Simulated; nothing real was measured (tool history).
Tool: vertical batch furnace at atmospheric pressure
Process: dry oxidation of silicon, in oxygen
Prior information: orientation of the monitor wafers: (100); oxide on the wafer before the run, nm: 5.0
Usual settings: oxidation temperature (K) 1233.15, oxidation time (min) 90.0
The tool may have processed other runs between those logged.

run,hour,oxidation temperature (K),oxidation time (min),"read-back reference wafer on the same gauge, thickness",oxide thickness on the monitor wafer (angstrom)
1,0.0,1233.15,107.0,60.56,592.0
2,17.6,1233.15,90.0,60.49,532.8
3,39.0,1233.15,90.0,60.54,529.5
4,61.6,1252.15,90.0,60.48,606.4
5,76.2,1252.15,90.0,60.39,617.1
6,97.2,1222.15,90.0,60.46,482.9
7,116.6,1222.15,90.0,60.55,481.0
# hour 154.7: boat lift adjusted
8,155.2,1222.15,90.0,60.36,477.4
9,161.0,1233.15,90.0,60.48,531.6
# hour 163.6: gauge calibrated
10,166.8,1233.15,90.0,60.58,528.4
11,174.7,1233.15,90.0,60.39,529.6
12,196.7,1216.15,90.0,60.48,451.0
13,217.0,1220.15,129.5,60.34,602.6
14,225.3,1212.15,63.5,60.51,345.0
15,240.5,1246.15,69.0,60.43,492.9
# hour 292.1: thermocouples replaced and temperature profile calibrated
16,292.6,1222.15,90.0,60.49,483.2
17,298.4,1220.15,104.0,60.62,521.4
18,307.8,1223.15,63.5,60.54,388.2
19,328.3,1233.15,90.0,60.48,528.7
20,343.9,1233.15,90.0,60.56,537.4
21,365.0,1220.15,90.0,60.52,468.5
22,386.1,1233.15,90.0,60.46,533.8
23,396.9,1214.15,90.0,60.36,445.6

For each run, what was the tool's unlogged condition?
true tube temperature minus thermocouple reading, K: 0 in every run
monitor wafer colder than the profiled boat position, K: 0 in every run
gauge reads high (%): 0 in every run
